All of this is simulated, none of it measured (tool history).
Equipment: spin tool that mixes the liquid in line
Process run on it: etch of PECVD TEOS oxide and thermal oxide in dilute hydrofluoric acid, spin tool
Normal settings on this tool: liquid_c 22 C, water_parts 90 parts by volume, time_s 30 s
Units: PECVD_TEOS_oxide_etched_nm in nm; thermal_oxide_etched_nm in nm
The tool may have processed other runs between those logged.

run      day  liquid_c  water_parts  time_s  wafers since the last listed run  hours since the thermometer was replaced  hours since the hydrofluoric acid flow meter was replaced  hours since the gauge calibration  read-back film thickness of the PECVD TEOS oxide reference wafer, read on the same gauge (nm)  read-back film thickness of the thermal oxide reference wafer, read on the same gauge (nm)  PECVD_TEOS_oxide_etched_nm  thermal_oxide_etched_nm
  1        0      25.5           65      30                                 0                                     615.5                                                        9.6                              306.1                                                                                         150.01                                                                                     149.993                       14.35                    2.161
  2    4.242      25.5           65      30                               918                                     717.3                                                      111.4                              407.9                                                                                         149.98                                                                                     150.002                        14.3                    2.199
  3    8.571        22           90      30                               937                                     821.2                                                      215.3                              511.8                                                                                         149.97                                                                                     149.965                        8.66                    1.244
  4   11.333        22           90      30                               598                                     887.5                                                      281.6                              578.1                                                                                         149.98                                                                                     150.037                        8.71                    1.287
  5   14.204        22          125      30                               621                                     956.4                                                      350.5                                647                                                                                         150.04                                                                                     150.004                        6.04                    0.856
  6   16.812        22          100      30                               564                                      1019                                                      413.1                              709.6                                                                                         149.98                                                                                     150.037                         7.7                    1.174
  7   18.962        22          100      30                               465                                    1070.6                                                      464.7                              761.2                                                                                         150.06                                                                                     150.017                        7.76                    1.103
  8   22.238        22          100      30                               709                                    1149.2                                                      543.3                              839.8                                                                                            150                                                                                     149.998                        7.77                    1.132
      24.467  -- hydrofluoric acid flow meter replaced
  9   26.517        22           75      30                               917                                    1251.9                                                       49.2                              942.5                                                                                            150                                                                                     149.987                       10.65                    1.575
 10   28.475        22           75      30                               424                                    1298.9                                                       96.2                              989.5                                                                                            150                                                                                     149.956                       10.67                    1.561
 11   32.588        22           75      30                               890                                    1397.6                                                      194.9                             1088.2                                                                                         150.05                                                                                     150.013                       10.68                    1.547
 12   36.912        26          105      30                               936                                    1501.4                                                      298.7                               1192                                                                                         149.97                                                                                     150.004                        8.67                    1.278
 13   38.983        22           90      30                               448                                    1551.1                                                      348.4                             1241.7                                                                                            150                                                                                     149.944                        8.75                     1.26
 14   42.871      20.5           90      45                               841                                    1644.4                                                      441.7                               1335                                                                                         149.97                                                                                     149.964                       12.29                    1.781
      43.942  -- thermometer replaced
 15   46.546        22           90      30                               786                                      62.5                                                      529.9                             1423.2                                                                                         149.99                                                                                     150.002                        8.69                    1.284
 16   49.571        22           90      15                               655                                     135.1                                                      602.5                             1495.8                                                                                         150.04                                                                                     149.956                        4.36                    0.645
      51.392  -- hydrofluoric acid flow meter replaced
      61.296  -- gauge calibrated
 17   62.767      19.5           45      45                              2848                                     451.8                                                        273                               35.3                                                                                         149.97                                                                                     150.007                       24.72                     3.68
 18   65.021      20.5          100      40                               488                                     505.9                                                      327.1                               89.4                                                                                         149.98                                                                                     149.974                        9.82                    1.446
 19   68.854        24           90      45                               830                                     597.9                                                      419.1                              181.4                                                                                         149.97                                                                                     149.932                       14.17                    2.058
 20   72.783        25           75      45                               850                                     692.2                                                      513.4                              275.7                                                                                         150.03                                                                                     150.026                       18.04                    2.634
 21   75.779        26           70      35                               648                                     764.1                                                      585.3                              347.6                                                                                            150                                                                                     149.959                       15.78                    2.361
      76.246  -- hydrofluoric acid flow meter replaced
 22     79.4        26          110      15                               775                                       851                                                       75.7                              434.5                                                                                         150.03                                                                                     149.998                        4.06                     0.59
 23     81.1        22           90      30                               368                                     891.8                                                      116.5                              475.3                                                                                         150.01                                                                                     149.961                        8.72                    1.275
 24   87.367        22           90      30                              1357                                    1042.2                                                      266.9                              625.7                                                                                         149.99                                                                                     150.013                        8.75                    1.275
      97.917  -- hydrofluoric acid flow meter replaced
 25  100.312        22           90      20                              2794                                    1352.9                                                       57.5                              936.4                                                                                         149.97                                                                                     150.005                        5.84                    0.849
 26  103.675      25.5          105      15                               728                                    1433.6                                                      138.2                             1017.1                                                                                         149.98                                                                                     150.026                        4.23                    0.609

Hidden state at the last listed run before each entry between runs and at the first one after, where it differs:
In the gap between runs 8 and 9: hydrofluoric acid flow meter replaced (day 24.467)
  both runs share identical hidden conditions
In the gap between runs 14 and 15: thermometer replaced (day 43.942)
  both runs share identical hidden conditions
In the gap between runs 16 and 17: hydrofluoric acid flow meter replaced (day 51.392); gauge calibrated (day 61.296)
  both runs share identical hidden conditions
In the gap between runs 21 and 22: hydrofluoric acid flow meter replaced (day 76.246)
  both runs share identical hidden conditions
In the gap between runs 24 and 25: hydrofluoric acid flow meter replaced (day 97.917)
  both runs share identical hidden conditions
